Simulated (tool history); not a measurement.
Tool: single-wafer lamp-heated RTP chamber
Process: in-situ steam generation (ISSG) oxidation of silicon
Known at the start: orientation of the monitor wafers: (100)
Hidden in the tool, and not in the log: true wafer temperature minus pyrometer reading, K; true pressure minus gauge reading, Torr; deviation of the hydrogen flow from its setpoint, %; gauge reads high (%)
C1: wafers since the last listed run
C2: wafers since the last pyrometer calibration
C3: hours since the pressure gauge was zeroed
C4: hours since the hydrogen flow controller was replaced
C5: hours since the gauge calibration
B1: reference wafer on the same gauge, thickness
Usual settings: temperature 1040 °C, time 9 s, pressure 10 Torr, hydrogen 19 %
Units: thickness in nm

{"run": 1, "hour": 0.0, "temperature": 1040, "time": 9, "pressure": 10, "hydrogen": 19, "C1": 0, "C2": 1631, "C3": 3622.7, "C4": 3329.1, "C5": 62.1, "B1": 4.16, "thickness": 4.01}
{"run": 2, "hour": 47.4, "temperature": 1040, "time": 9, "pressure": 10, "hydrogen": 19, "C1": 571, "C2": 2202, "C3": 3670.1, "C4": 3376.5, "C5": 109.5, "B1": 4.16, "thickness": 4.014}
{"run": 3, "hour": 92.8, "temperature": 1040, "time": 9, "pressure": 10, "hydrogen": 19, "C1": 547, "C2": 2749, "C3": 3715.5, "C4": 3421.9, "C5": 154.9, "B1": 4.161, "thickness": 4.012}
{"run": 4, "hour": 176.1, "temperature": 1040, "time": 9, "pressure": 10, "hydrogen": 19, "C1": 1003, "C2": 3753, "C3": 3798.8, "C4": 3505.2, "C5": 238.2, "B1": 4.16, "thickness": 4.016}
{"hour": 236.6, "done": "pyrometer window cleaned and pyrometer calibrated"}
{"run": 5, "hour": 245.9, "temperature": 1040, "time": 9, "pressure": 10, "hydrogen": 19, "C1": 744, "C2": 111, "C3": 3868.6, "C4": 3575, "C5": 308, "B1": 4.16, "thickness": 4.003}
{"run": 6, "hour": 299.7, "temperature": 1040, "time": 9, "pressure": 10, "hydrogen": 19, "C1": 648, "C2": 760, "C3": 3922.4, "C4": 3628.8, "C5": 361.8, "B1": 4.16, "thickness": 3.995}
{"run": 7, "hour": 378.9, "temperature": 1040, "time": 9, "pressure": 10.2, "hydrogen": 14, "C1": 954, "C2": 1714, "C3": 4001.6, "C4": 3708, "C5": 441, "B1": 4.161, "thickness": 3.713}
{"run": 8, "hour": 463.8, "temperature": 1040, "time": 9, "pressure": 10.2, "hydrogen": 14, "C1": 1023, "C2": 2738, "C3": 4086.5, "C4": 3792.9, "C5": 525.9, "B1": 4.16, "thickness": 3.721}
{"hour": 515.4, "done": "pressure gauge zeroed"}
{"run": 9, "hour": 528.6, "temperature": 1030, "time": 8, "pressure": 8.7, "hydrogen": 27, "C1": 684, "C2": 3422, "C3": 13.2, "C4": 3857.7, "C5": 590.7, "B1": 4.158, "thickness": 4.084}
{"hour": 537.2, "done": "hydrogen flow controller replaced"}
{"run": 10, "hour": 580.7, "temperature": 1046, "time": 6, "pressure": 10, "hydrogen": 19, "C1": 531, "C2": 3954, "C3": 65.3, "C4": 43.5, "C5": 642.8, "B1": 4.161, "thickness": 3.405}
{"hour": 629.7, "done": "pyrometer window cleaned and pyrometer calibrated"}
{"run": 11, "hour": 640.8, "temperature": 1040, "time": 9, "pressure": 10.2, "hydrogen": 19, "C1": 627, "C2": 133, "C3": 125.4, "C4": 103.6, "C5": 702.9, "B1": 4.161, "thickness": 3.992}
{"run": 12, "hour": 823.2, "temperature": 1032, "time": 9, "pressure": 10, "hydrogen": 22, "C1": 2198, "C2": 2331, "C3": 307.8, "C4": 286, "C5": 885.3, "B1": 4.159, "thickness": 4.015}
{"hour": 854.1, "done": "gauge calibrated"}
{"run": 13, "hour": 881.8, "temperature": 1040, "time": 9, "pressure": 10.2, "hydrogen": 19, "C1": 706, "C2": 3038, "C3": 366.4, "C4": 344.6, "C5": 27.7, "B1": 4.16, "thickness": 4.006}
{"run": 14, "hour": 970.4, "temperature": 1051, "time": 8, "pressure": 10.2, "hydrogen": 24, "C1": 1067, "C2": 4106, "C3": 455, "C4": 433.2, "C5": 116.3, "B1": 4.164, "thickness": 4.199}
{"run": 15, "hour": 1030.1, "temperature": 1029, "time": 11, "pressure": 10, "hydrogen": 19, "C1": 719, "C2": 4825, "C3": 514.7, "C4": 492.9, "C5": 176, "B1": 4.161, "thickness": 4.233}
{"hour": 1041.2, "done": "pyrometer window cleaned and pyrometer calibrated"}
{"run": 16, "hour": 1083.6, "temperature": 1033, "time": 7, "pressure": 9.3, "hydrogen": 15, "C1": 548, "C2": 510, "C3": 568.2, "C4": 546.4, "C5": 229.5, "B1": 4.16, "thickness": 3.313}

Forecast run 17:
{"run": 17, "hour": 1170.6, "temperature": 1040, "time": 9, "pressure": 10.2, "hydrogen": 14, "C1": 1048, "C2": 1559, "C3": 655.2, "C4": 633.4, "C5": 316.5, "B1": "?", "thickness": "?"}

Run 17 gave B1 4.156, thickness 3.707 nm.
Without the tool's hidden state the same run would have given thickness 3.695 nm.
